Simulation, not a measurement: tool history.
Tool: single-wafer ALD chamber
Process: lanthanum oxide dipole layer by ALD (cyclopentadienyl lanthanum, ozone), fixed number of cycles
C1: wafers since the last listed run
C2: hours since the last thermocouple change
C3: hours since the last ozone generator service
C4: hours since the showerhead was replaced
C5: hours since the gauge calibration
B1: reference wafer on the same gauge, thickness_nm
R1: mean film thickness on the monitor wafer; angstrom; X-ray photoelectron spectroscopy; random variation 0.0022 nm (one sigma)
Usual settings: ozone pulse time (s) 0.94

Run 1, hour 0: usual settings; C1 0; C2 2248.2; C3 1115.1; C4 6586; C5 104.3; B1 0.493. Result: R1 4.72 angstrom.
Run 2, hour 14.2: usual settings; C1 271; C2 2262.4; C3 1129.3; C4 6600.2; C5 118.5; B1 0.493. Result: R1 4.67 angstrom.
Run 3, hour 42.4: usual settings; C1 539; C2 2290.6; C3 1157.5; C4 6628.4; C5 146.7; B1 0.492. Result: R1 4.67 angstrom.
Run 4, hour 58.2: usual settings; C1 302; C2 2306.4; C3 1173.3; C4 6644.2; C5 162.5; B1 0.493. Result: R1 4.67 angstrom.
Run 5, hour 75.9: usual settings but ozone pulse time (s) 1.07; C1 338; C2 2324.1; C3 1191; C4 6661.9; C5 180.2; B1 0.493. Result: R1 4.79 angstrom.
Run 6, hour 103.5: usual settings but ozone pulse time (s) 1.07; C1 528; C2 2351.7; C3 1218.6; C4 6689.5; C5 207.8; B1 0.493. Result: R1 4.82 angstrom.
Run 7, hour 131.7: usual settings but ozone pulse time (s) 0.85; C1 539; C2 2379.9; C3 1246.8; C4 6717.7; C5 236; B1 0.492. Result: R1 4.48 angstrom.
Run 8, hour 145: usual settings but ozone pulse time (s) 0.85; C1 254; C2 2393.2; C3 1260.1; C4 6731; C5 249.3; B1 0.493. Result: R1 4.52 angstrom.
At hour 154.1: ozone generator serviced.
At hour 163.7: gauge calibrated.
At hour 164.3: showerhead replaced, of another model than before.
Run 9, hour 165.1: usual settings; C1 78; C2 2413.3; C3 11; C4 0.8; C5 1.4; B1 0.492. Result: R1 4.99 angstrom.
Run 10, hour 178.5: usual settings but ozone pulse time (s) 0.72; C1 256; C2 2426.7; C3 24.4; C4 14.2; C5 14.8; B1 0.493. Result: R1 4.51 angstrom.
Run 11, hour 197.8: usual settings but ozone pulse time (s) 1.28; C1 369; C2 2446; C3 43.7; C4 33.5; C5 34.1; B1 0.494. Result: R1 5.44 angstrom.
Run 12, hour 223.3: usual settings but ozone pulse time (s) 1.12; C1 488; C2 2471.5; C3 69.2; C4 59; C5 59.6; B1 0.493. Result: R1 5.26 angstrom.
At hour 236.4: thermocouple changed; heater temperature recalibrated.
Run 13, hour 238.8: usual settings but ozone pulse time (s) 1.17; C1 143; C2 2.4; C3 84.7; C4 74.5; C5 75.1; B1 0.493. Result: R1 5.31 angstrom.
Run 14, hour 268.7: usual settings but ozone pulse time (s) 1.05; C1 572; C2 32.3; C3 114.6; C4 104.4; C5 105; B1 0.493. Result: R1 5.13 angstrom.
Run 15, hour 283.7: usual settings but ozone pulse time (s) 1.2; C1 287; C2 47.3; C3 129.6; C4 119.4; C5 120; B1 0.493. Result: R1 5.34 angstrom.
Run 16, hour 299.3: usual settings but ozone pulse time (s) 0.63; C1 298; C2 62.9; C3 145.2; C4 135; C5 135.6; B1 0.493. Result: R1 4.16 angstrom.
Run 17, hour 327.6: usual settings but ozone pulse time (s) 0.64; C1 541; C2 91.2; C3 173.5; C4 163.3; C5 163.9; B1 0.493. Result: R1 4.18 angstrom.

5 ways to go on from here, each from the tool as it stands after run 17. What would each give?
Run A, hour 328: usual settings but ozone pulse time (s) 0.66; C1 7; C2 91.6; C3 173.9; C4 163.7; C5 164.3; B1 ?. Result: R1 ?.
Run B, hour 328: usual settings but ozone pulse time (s) 0.68; C1 7; C2 91.6; C3 173.9; C4 163.7; C5 164.3; B1 ?. Result: R1 ?.
Run C, hour 328: usual settings but ozone pulse time (s) 0.62; C1 7; C2 91.6; C3 173.9; C4 163.7; C5 164.3; B1 ?. Result: R1 ?.
Run D, hour 328: usual settings but ozone pulse time (s) 0.77; C1 7; C2 91.6; C3 173.9; C4 163.7; C5 164.3; B1 ?. Result: R1 ?.
Run E, hour 328: usual settings but ozone pulse time (s) 1.27; C1 7; C2 91.6; C3 173.9; C4 163.7; C5 164.3; B1 ?. Result: R1 ?.

run     B1    R1
  A  0.493  4.27
  B  0.493  4.32
  C  0.493  4.14
  D  0.493  4.56
  E  0.493  5.39
Without the tool's hidden state the same runs would have given:
run    R1
  A  4.46
  B  4.52
  C  4.34
  D  4.75
  E  5.51
